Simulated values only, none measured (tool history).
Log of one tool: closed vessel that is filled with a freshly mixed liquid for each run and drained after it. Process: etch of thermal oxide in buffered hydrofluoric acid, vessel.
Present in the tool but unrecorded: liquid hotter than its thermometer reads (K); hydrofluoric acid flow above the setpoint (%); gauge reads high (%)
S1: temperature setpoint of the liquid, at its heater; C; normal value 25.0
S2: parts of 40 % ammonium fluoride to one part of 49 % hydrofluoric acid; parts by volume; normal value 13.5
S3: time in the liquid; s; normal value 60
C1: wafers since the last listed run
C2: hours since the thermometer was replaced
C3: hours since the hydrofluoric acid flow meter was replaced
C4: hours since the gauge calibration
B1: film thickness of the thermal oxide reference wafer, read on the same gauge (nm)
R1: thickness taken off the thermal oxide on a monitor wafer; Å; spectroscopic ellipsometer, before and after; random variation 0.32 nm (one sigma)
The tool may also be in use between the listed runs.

{"run": 1, "day": 0.0, "S1": 25.0, "S2": 13.5, "S3": 60, "C1": 0, "C2": 1735.0, "C3": 2235.3, "C4": 103.1, "B1": 70.02, "R1": 508.4}
{"run": 2, "day": 0.338, "S1": 25.0, "S2": 13.5, "S3": 60, "C1": 563, "C2": 1743.1, "C3": 2243.4, "C4": 111.2, "B1": 70.01, "R1": 505.0}
{"run": 3, "day": 0.946, "S1": 25.0, "S2": 13.5, "S3": 60, "C1": 1015, "C2": 1757.7, "C3": 2258.0, "C4": 125.8, "B1": 69.99, "R1": 512.5}
{"run": 4, "day": 1.392, "S1": 25.0, "S2": 12.5, "S3": 60, "C1": 744, "C2": 1768.4, "C3": 2268.7, "C4": 136.5, "B1": 70.01, "R1": 550.4}
{"run": 5, "day": 1.821, "S1": 25.0, "S2": 12.5, "S3": 60, "C1": 716, "C2": 1778.7, "C3": 2279.0, "C4": 146.8, "B1": 70.03, "R1": 543.8}
{"run": 6, "day": 2.471, "S1": 25.0, "S2": 12.5, "S3": 60, "C1": 1084, "C2": 1794.3, "C3": 2294.6, "C4": 162.4, "B1": 70.0, "R1": 551.9}
{"run": 7, "day": 2.725, "S1": 23.5, "S2": 13.5, "S3": 75, "C1": 424, "C2": 1800.4, "C3": 2300.7, "C4": 168.5, "B1": 69.98, "R1": 588.2}
{"run": 8, "day": 3.104, "S1": 23.5, "S2": 13.5, "S3": 40, "C1": 632, "C2": 1809.5, "C3": 2309.8, "C4": 177.6, "B1": 70.01, "R1": 313.7}
{"run": 9, "day": 3.567, "S1": 25.0, "S2": 13.5, "S3": 60, "C1": 771, "C2": 1820.6, "C3": 2320.9, "C4": 188.7, "B1": 69.99, "R1": 513.7}
{"run": 10, "day": 4.108, "S1": 28.5, "S2": 13.5, "S3": 60, "C1": 904, "C2": 1833.6, "C3": 2333.9, "C4": 201.7, "B1": 70.0, "R1": 610.6}
{"run": 11, "day": 4.533, "S1": 23.5, "S2": 13.5, "S3": 50, "C1": 709, "C2": 1843.8, "C3": 2344.1, "C4": 211.9, "B1": 70.01, "R1": 393.0}
{"day": 4.646, "done": "hydrofluoric acid flow meter replaced"}
{"run": 12, "day": 4.971, "S1": 25.0, "S2": 13.5, "S3": 60, "C1": 660, "C2": 1854.3, "C3": 7.8, "C4": 222.4, "B1": 70.0, "R1": 509.7}
{"day": 5.417, "done": "gauge calibrated"}
{"run": 13, "day": 5.583, "S1": 26.5, "S2": 8.5, "S3": 90, "C1": 1022, "C2": 1869.0, "C3": 22.5, "C4": 4.0, "B1": 69.98, "R1": 1257.0}
{"run": 14, "day": 6.292, "S1": 25.0, "S2": 18.0, "S3": 85, "C1": 1182, "C2": 1886.0, "C3": 39.5, "C4": 21.0, "B1": 70.0, "R1": 549.6}
{"run": 15, "day": 6.662, "S1": 25.0, "S2": 13.5, "S3": 60, "C1": 618, "C2": 1894.9, "C3": 48.4, "C4": 29.9, "B1": 70.01, "R1": 508.4}
{"day": 6.908, "done": "thermometer replaced"}
{"run": 16, "day": 7.4, "S1": 25.0, "S2": 11.5, "S3": 30, "C1": 1161, "C2": 11.8, "C3": 66.1, "C4": 47.6, "B1": 70.02, "R1": 302.4}
{"run": 17, "day": 7.858, "S1": 25.0, "S2": 8.0, "S3": 60, "C1": 765, "C2": 22.8, "C3": 77.1, "C4": 58.6, "B1": 70.0, "R1": 818.5}
{"run": 18, "day": 8.433, "S1": 23.5, "S2": 11.0, "S3": 60, "C1": 959, "C2": 36.6, "C3": 90.9, "C4": 72.4, "B1": 70.0, "R1": 571.3}
{"run": 19, "day": 8.946, "S1": 22.5, "S2": 8.0, "S3": 50, "C1": 855, "C2": 48.9, "C3": 103.2, "C4": 84.7, "B1": 69.97, "R1": 599.9}
{"run": 20, "day": 9.479, "S1": 22.0, "S2": 15.5, "S3": 35, "C1": 890, "C2": 61.7, "C3": 116.0, "C4": 97.5, "B1": 70.0, "R1": 221.5}

5 ways to go on from here, each from the tool as it stands after run 20. What would each give?
{"run": "A", "day": 9.508, "S1": 25.0, "S2": 13.5, "S3": 50, "C1": 48, "C2": 62.4, "C3": 116.7, "C4": 98.2, "B1": "?", "R1": "?"}
{"run": "B", "day": 9.508, "S1": 27.0, "S2": 13.5, "S3": 60, "C1": 48, "C2": 62.4, "C3": 116.7, "C4": 98.2, "B1": "?", "R1": "?"}
{"run": "C", "day": 9.508, "S1": 25.0, "S2": 11.0, "S3": 45, "C1": 48, "C2": 62.4, "C3": 116.7, "C4": 98.2, "B1": "?", "R1": "?"}
{"run": "D", "day": 9.508, "S1": 20.0, "S2": 8.5, "S3": 50, "C1": 48, "C2": 62.4, "C3": 116.7, "C4": 98.2, "B1": "?", "R1": "?"}
{"run": "E", "day": 9.508, "S1": 20.5, "S2": 17.0, "S3": 60, "C1": 48, "C2": 62.4, "C3": 116.7, "C4": 98.2, "B1": "?", "R1": "?"}

run=A B1=69.98 R1=423.1
run=B B1=69.98 R1=565.6
run=C B1=69.98 R1=465.2
run=D B1=69.98 R1=489.7
run=E B1=69.98 R1=316.0
Had the tool no hidden state, the same runs would have come out as:
run=A R1=423.1
run=B R1=565.6
run=C R1=465.2
run=D R1=489.7
run=E R1=316.0
